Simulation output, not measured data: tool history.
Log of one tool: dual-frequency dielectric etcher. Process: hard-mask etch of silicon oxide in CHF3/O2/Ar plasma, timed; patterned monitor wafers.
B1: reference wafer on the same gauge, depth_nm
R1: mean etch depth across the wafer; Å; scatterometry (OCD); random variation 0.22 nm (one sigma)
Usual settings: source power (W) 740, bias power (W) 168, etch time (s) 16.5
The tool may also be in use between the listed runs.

Run 1, hour 0.0: usual settings; B1 33.61. Result: R1 374.0 Å.
Run 2, hour 66.4: usual settings; B1 33.60. Result: R1 371.0 Å.
Run 3, hour 139.0: usual settings; B1 33.61. Result: R1 368.2 Å.
Run 4, hour 224.3: usual settings; B1 33.62. Result: R1 362.9 Å.
Run 5, hour 312.1: usual settings; B1 33.60. Result: R1 363.0 Å.
Run 6, hour 375.4: usual settings; B1 33.63. Result: R1 359.4 Å.
Run 7, hour 433.7: usual settings; B1 33.58. Result: R1 364.0 Å.
At hour 507.6: wet clean of the chamber.
At hour 580.2: bias power generator calibrated.
At hour 581.3: gauge calibrated.
Run 8, hour 713.9: usual settings; B1 33.62. Result: R1 369.7 Å.
Run 9, hour 760.2: usual settings; B1 33.64. Result: R1 372.9 Å.
At hour 872.3: upper electrode replaced.
Run 10, hour 872.8: usual settings but etch time (s) 19.5; B1 33.64. Result: R1 432.5 Å.
Run 11, hour 965.8: usual settings but source power (W) 660, bias power (W) 153, etch time (s) 12.5; B1 33.57. Result: R1 257.4 Å.
Run 12, hour 1070.7: usual settings but bias power (W) 196, etch time (s) 14.0; B1 33.61. Result: R1 321.6 Å.
At hour 1141.0: wet clean of the chamber.
Run 13, hour 1146.6: usual settings; B1 33.58. Result: R1 378.0 Å.
Run 14, hour 1210.4: usual settings; B1 33.65. Result: R1 375.2 Å.
Run 15, hour 1312.6: usual settings but etch time (s) 13.5; B1 33.60. Result: R1 304.1 Å.
Run 16, hour 1350.4: usual settings; B1 33.60. Result: R1 370.7 Å.
Run 17, hour 1408.8: usual settings but etch time (s) 13.0; B1 33.62. Result: R1 287.9 Å.
Run 18, hour 1465.9: usual settings but source power (W) 910, bias power (W) 197; B1 33.59. Result: R1 416.8 Å.
Run 19, hour 1521.0: usual settings but bias power (W) 154; B1 33.56. Result: R1 358.2 Å.
At hour 1610.5: source power generator calibrated.
Run 20, hour 1621.0: usual settings; B1 33.66. Result: R1 361.1 Å.
Run 21, hour 1722.0: usual settings; B1 33.60. Result: R1 362.6 Å.
At hour 1810.9: wet clean of the chamber.
Run 22, hour 1859.2: usual settings but source power (W) 880, etch time (s) 15.0; B1 33.60. Result: R1 364.2 Å.
Run 23, hour 1937.2: usual settings but bias power (W) 130, etch time (s) 13.0; B1 33.62. Result: R1 271.7 Å.
Run 24, hour 1986.5: usual settings but source power (W) 610, bias power (W) 189, etch time (s) 19.5; B1 33.59. Result: R1 425.3 Å.
Run 25, hour 2028.6: usual settings but source power (W) 900, bias power (W) 148, etch time (s) 18.5; B1 33.57. Result: R1 432.3 Å.
Run 26, hour 2114.0: usual settings but source power (W) 640, bias power (W) 149, etch time (s) 13.5; B1 33.53. Result: R1 276.6 Å.
Run 27, hour 2198.8: usual settings but source power (W) 640, bias power (W) 149, etch time (s) 13.5; B1 33.59. Result: R1 273.0 Å.
Run 28, hour 2272.1: usual settings but bias power (W) 150; B1 33.59. Result: R1 351.5 Å.
Run 29, hour 2342.1: usual settings; B1 33.55. Result: R1 358.8 Å.

Forecast each of these 4 alternatives for the next run:
Run A, hour 2342.5: usual settings; B1 ?. Result: R1 ?.
Run B, hour 2342.5: usual settings but bias power (W) 129; B1 ?. Result: R1 ?.
Run C, hour 2342.5: usual settings but etch time (s) 20.5; B1 ?. Result: R1 ?.
Run D, hour 2342.5: usual settings but bias power (W) 131, etch time (s) 13.5; B1 ?. Result: R1 ?.

run     B1     R1
  A  33.67  362.7
  B  33.67  336.3
  C  33.67  450.6
  D  33.67  276.3
Without the tool's hidden state the same runs would have given:
run     R1
  A  379.7
  B  352.1
  C  471.7
  D  289.3
